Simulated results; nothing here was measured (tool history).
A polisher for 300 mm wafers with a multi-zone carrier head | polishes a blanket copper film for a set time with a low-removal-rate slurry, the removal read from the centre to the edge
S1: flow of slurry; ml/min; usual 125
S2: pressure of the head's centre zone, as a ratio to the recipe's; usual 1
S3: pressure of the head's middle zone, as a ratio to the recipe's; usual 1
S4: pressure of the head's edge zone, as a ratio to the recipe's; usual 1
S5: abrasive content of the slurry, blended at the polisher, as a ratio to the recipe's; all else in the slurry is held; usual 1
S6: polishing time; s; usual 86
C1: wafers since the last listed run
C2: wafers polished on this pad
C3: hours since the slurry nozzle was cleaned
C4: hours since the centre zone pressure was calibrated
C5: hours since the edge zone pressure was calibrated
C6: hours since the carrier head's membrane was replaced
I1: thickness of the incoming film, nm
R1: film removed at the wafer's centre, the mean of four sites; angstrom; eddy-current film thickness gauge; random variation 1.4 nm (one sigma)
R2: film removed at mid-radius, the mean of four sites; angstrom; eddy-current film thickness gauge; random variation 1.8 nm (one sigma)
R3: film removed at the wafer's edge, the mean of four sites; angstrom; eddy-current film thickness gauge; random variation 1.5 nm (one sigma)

{"run": 1, "hour": 0.0, "S1": 125, "S2": 1, "S3": 1, "S4": 1, "S5": 1, "S6": 86, "C1": 0, "C2": 130, "C3": 191.1, "C4": 892.6, "C5": 243.2, "C6": 301, "I1": 656.8, "R1": 1779, "R2": 1864, "R3": 1835}
{"run": 2, "hour": 25.9, "S1": 125, "S2": 1, "S3": 1, "S4": 1, "S5": 1, "S6": 86, "C1": 240, "C2": 370, "C3": 217, "C4": 918.5, "C5": 269.1, "C6": 326.9, "I1": 648, "R1": 1797, "R2": 1899, "R3": 1841}
{"run": 3, "hour": 56.8, "S1": 125, "S2": 1, "S3": 1, "S4": 1.05, "S5": 1, "S6": 86, "C1": 286, "C2": 657, "C3": 247.9, "C4": 949.4, "C5": 300, "C6": 357.8, "I1": 666.4, "R1": 1788, "R2": 1888, "R3": 1898}
{"run": 4, "hour": 75.5, "S1": 125, "S2": 1, "S3": 1, "S4": 1, "S5": 1, "S6": 109, "C1": 173, "C2": 830, "C3": 266.6, "C4": 968.1, "C5": 318.7, "C6": 376.5, "I1": 654.3, "R1": 2275, "R2": 2379, "R3": 2374}
{"run": 5, "hour": 90.1, "S1": 125, "S2": 1, "S3": 1, "S4": 1, "S5": 1, "S6": 109, "C1": 135, "C2": 966, "C3": 281.2, "C4": 982.7, "C5": 333.3, "C6": 391.1, "I1": 666.9, "R1": 2298, "R2": 2397, "R3": 2359}
{"hour": 114.8, "done": "worn pad replaced by a new one"}
{"run": 6, "hour": 120.3, "S1": 125, "S2": 1, "S3": 1, "S4": 1, "S5": 1, "S6": 109, "C1": 243, "C2": 51, "C3": 311.4, "C4": 1012.9, "C5": 363.5, "C6": 421.3, "I1": 651.7, "R1": 2269, "R2": 2445, "R3": 2343}
{"hour": 124.5, "done": "centre zone pressure recalibrated"}
{"hour": 127.3, "done": "edge zone pressure recalibrated"}
{"run": 7, "hour": 146.7, "S1": 125, "S2": 1, "S3": 1, "S4": 1, "S5": 1.1, "S6": 86, "C1": 207, "C2": 258, "C3": 337.8, "C4": 22.2, "C5": 19.4, "C6": 447.7, "I1": 655.8, "R1": 1917, "R2": 1951, "R3": 1918}
{"run": 8, "hour": 165.6, "S1": 125, "S2": 1, "S3": 1, "S4": 1, "S5": 1.1, "S6": 86, "C1": 175, "C2": 434, "C3": 356.7, "C4": 41.1, "C5": 38.3, "C6": 466.6, "I1": 645, "R1": 1930, "R2": 1944, "R3": 1934}
{"hour": 187.4, "done": "slurry nozzle cleaned"}
{"run": 9, "hour": 193.3, "S1": 125, "S2": 1, "S3": 1, "S4": 1, "S5": 1.1, "S6": 86, "C1": 247, "C2": 681, "C3": 5.9, "C4": 68.8, "C5": 66, "C6": 494.3, "I1": 669.5, "R1": 1900, "R2": 1965, "R3": 1928}
{"run": 10, "hour": 217.7, "S1": 125, "S2": 1, "S3": 1, "S4": 1.06, "S5": 0.9, "S6": 86, "C1": 226, "C2": 908, "C3": 30.3, "C4": 93.2, "C5": 90.4, "C6": 518.7, "I1": 659.4, "R1": 1797, "R2": 1830, "R3": 1847}
{"hour": 241.1, "done": "worn pad replaced by a new one"}
{"run": 11, "hour": 248.1, "S1": 125, "S2": 1, "S3": 1, "S4": 1, "S5": 1, "S6": 86, "C1": 244, "C2": 65, "C3": 60.7, "C4": 123.6, "C5": 120.8, "C6": 549.1, "I1": 666.6, "R1": 1823, "R2": 1906, "R3": 1867}
{"hour": 297.7, "done": "carrier head's membrane replaced by a new one"}
{"run": 12, "hour": 301.4, "S1": 125, "S2": 1, "S3": 1, "S4": 1, "S5": 1, "S6": 61, "C1": 448, "C2": 513, "C3": 114, "C4": 176.9, "C5": 174.1, "C6": 3.7, "I1": 673.2, "R1": 1296, "R2": 1353, "R3": 1324}
{"run": 13, "hour": 317.3, "S1": 125, "S2": 1, "S3": 1, "S4": 1, "S5": 1, "S6": 86, "C1": 147, "C2": 660, "C3": 129.9, "C4": 192.8, "C5": 190, "C6": 19.6, "I1": 665.4, "R1": 1838, "R2": 1875, "R3": 1851}
{"run": 14, "hour": 352.4, "S1": 125, "S2": 1, "S3": 1, "S4": 1, "S5": 0.8, "S6": 86, "C1": 325, "C2": 986, "C3": 165, "C4": 227.9, "C5": 225.1, "C6": 54.7, "I1": 671.5, "R1": 1681, "R2": 1748, "R3": 1722}
{"run": 15, "hour": 384.7, "S1": 125, "S2": 1, "S3": 1, "S4": 1, "S5": 0.8, "S6": 86, "C1": 299, "C2": 1286, "C3": 197.3, "C4": 260.2, "C5": 257.4, "C6": 87, "I1": 660.6, "R1": 1691, "R2": 1777, "R3": 1712}
{"hour": 396.0, "done": "worn pad replaced by a new one"}
{"run": 16, "hour": 403.7, "S1": 160, "S2": 1, "S3": 0.94, "S4": 1, "S5": 1, "S6": 86, "C1": 139, "C2": 71, "C3": 216.3, "C4": 279.2, "C5": 276.4, "C6": 106, "I1": 650.7, "R1": 1915, "R2": 1898, "R3": 1922}
{"run": 17, "hour": 419.4, "S1": 125, "S2": 1, "S3": 0.9, "S4": 0.94, "S5": 1, "S6": 69, "C1": 145, "C2": 217, "C3": 232, "C4": 294.9, "C5": 292.1, "C6": 121.7, "I1": 657.1, "R1": 1465, "R2": 1386, "R3": 1469}
{"run": 18, "hour": 439.4, "S1": 125, "S2": 1, "S3": 1, "S4": 1, "S5": 1, "S6": 109, "C1": 185, "C2": 402, "C3": 252, "C4": 314.9, "C5": 312.1, "C6": 141.7, "I1": 666.7, "R1": 2316, "R2": 2403, "R3": 2378}
{"run": 19, "hour": 473.0, "S1": 125, "S2": 1, "S3": 1.05, "S4": 1.1, "S5": 1.25, "S6": 112, "C1": 311, "C2": 714, "C3": 285.6, "C4": 348.5, "C5": 345.7, "C6": 175.3, "I1": 673.3, "R1": 2543, "R2": 2771, "R3": 2719}
{"hour": 490.7, "done": "edge zone pressure recalibrated"}
{"hour": 535.3, "done": "worn pad replaced by a new one"}
{"run": 20, "hour": 551.5, "S1": 125, "S2": 1, "S3": 1, "S4": 1, "S5": 0.85, "S6": 86, "C1": 672, "C2": 150, "C3": 364.1, "C4": 427, "C5": 60.8, "C6": 253.8, "I1": 651.1, "R1": 1710, "R2": 1813, "R3": 1764}
{"run": 21, "hour": 572.6, "S1": 125, "S2": 1, "S3": 1, "S4": 1, "S5": 1, "S6": 86, "C1": 195, "C2": 346, "C3": 385.2, "C4": 448.1, "C5": 81.9, "C6": 274.9, "I1": 658.8, "R1": 1827, "R2": 1909, "R3": 1862}
{"hour": 599.7, "done": "slurry nozzle cleaned"}
{"run": 22, "hour": 600.2, "S1": 85, "S2": 1, "S3": 1, "S4": 1.04, "S5": 1.1, "S6": 86, "C1": 246, "C2": 593, "C3": 0.5, "C4": 475.7, "C5": 109.5, "C6": 302.5, "I1": 651, "R1": 1623, "R2": 1734, "R3": 1812}

3 ways to go on from here, each from the tool as it stands after run 22. What would each give?
{"run": "A", "hour": 600.6, "S1": 125, "S2": 1, "S3": 1, "S4": 1, "S5": 1, "S6": 86, "C1": 3, "C2": 596, "C3": 0.9, "C4": 476.1, "C5": 109.9, "C6": 302.9, "I1": 669.1, "R1": "?", "R2": "?", "R3": "?"}
{"run": "B", "hour": 600.6, "S1": 160, "S2": 1, "S3": 1, "S4": 1, "S5": 1.1, "S6": 86, "C1": 3, "C2": 596, "C3": 0.9, "C4": 476.1, "C5": 109.9, "C6": 302.9, "I1": 669.1, "R1": "?", "R2": "?", "R3": "?"}
{"run": "C", "hour": 600.6, "S1": 95, "S2": 1.06, "S3": 1, "S4": 1, "S5": 0.75, "S6": 70, "C1": 3, "C2": 596, "C3": 0.9, "C4": 476.1, "C5": 109.9, "C6": 302.9, "I1": 669.1, "R1": "?", "R2": "?", "R3": "?"}

run=A R1=1794 R2=1894 R3=1862
run=B R1=1968 R2=2063 R3=1997
run=C R1=1274 R2=1282 R3=1293
Without the tool's hidden state the same runs would have given:
run=A R1=1869 R2=1894 R3=1862
run=B R1=2050 R2=2062 R3=1997
run=C R1=1326 R2=1282 R3=1293
